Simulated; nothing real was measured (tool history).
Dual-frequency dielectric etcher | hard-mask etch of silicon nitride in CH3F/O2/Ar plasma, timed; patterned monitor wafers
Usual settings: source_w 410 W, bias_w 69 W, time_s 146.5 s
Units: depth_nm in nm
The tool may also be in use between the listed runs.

run	hour	source_w	bias_w	time_s	read-back reference wafer on the same gauge, depth_nm	depth_nm
1	0	450	69	178	89.1	116.7
2	35.6	450	69	178	89	116.7
3	62.2	450	69	178	89.1	115.7
4	89.6	410	75	146.5	89	94.4
5	141.7	410	75	146.5	89	94.3
6	194.1	410	75	146.5	89	94.2
7	265.3	410	69	155.5	89	97.9
8	328.2	410	69	155.5	89	98.1
9	359.6	480	85	133.5	89	95.7
10	389.1	350	79	166.5	88.9	105
11	440.3	380	80	103	89	67.3
12	486.3	410	69	188.5	88.9	121.7
13	522.7	410	69	116.5	88.9	75.2
14	539.9	380	69	177	88.9	111.1
15	607.8	410	69	146.5	89.1	94.5
16	648.1	470	81	146.5	89	103.1
17	715.7	410	69	146.5	89	94.4
18	763.1	350	75	114	89	71.2
19	798.7	410	69	132.5	89	85.6
20	850.6	460	78	178.5	89.1	123
21	916	410	69	146.5	89	94.6
22	970.4	410	69	146.5	89.1	94.2
23	1022.4	350	79	166.5	89	105.5
24	1086.7	410	69	146.5	89.1	93.9
25	1115.8	350	74	146.5	88.9	90.9
26	1159.6	500	80	173	89	123.4
27	1221.2	410	69	159.5	89.1	102.7
28	1255.2	410	69	146.5	89	94.2
29	1286.4	470	78	146.5	89	101.6
30	1350.8	410	69	146.5	89	93.7

Taken out of this log: 7 entries between the listed runs. Where each belongs, and how the hidden state differs across it:
Between runs 2 and 3: source power generator calibrated (hour 56.3)
  source power that arrives over what is set, %: -4.15 -> -6.41
  measured less the result without the state, depth_nm: -1.6 -> -2.5 nm
Between runs 7 and 8: upper electrode replaced (hour 313.5)
  source power that arrives over what is set, %: -6.46 -> -6.49
  measured less the result without the state, depth_nm: -2.2 -> -2.2 nm
Between runs 8 and 9: source power generator calibrated, repeated, since the last time left the tool worse (hour 352.7)
  source power that arrives over what is set, %: -6.49 -> -0.489
  measured less the result without the state, depth_nm: -2.2 -> -0.1 nm
Between runs 11 and 12: gauge calibrated (hour 444.3)
  source power that arrives over what is set, %: -0.497 -> -0.508
  measured less the result without the state, depth_nm: -0.1 -> -0.2 nm
Between runs 12 and 13: wet clean of the chamber (hour 522.2)
  source power that arrives over what is set, %: -0.508 -> -0.519
  measured less the result without the state, depth_nm: -0.2 -> -0.1 nm
Between runs 17 and 18: bias power generator calibrated (hour 761.7)
  source power that arrives over what is set, %: -0.627 -> -0.665
  measured less the result without the state, depth_nm: -0.2 -> -0.2 nm
Between runs 23 and 24: wet clean of the chamber (hour 1081.2)
  source power that arrives over what is set, %: -0.959 -> -1.05
  measured less the result without the state, depth_nm: -0.3 -> -0.3 nm
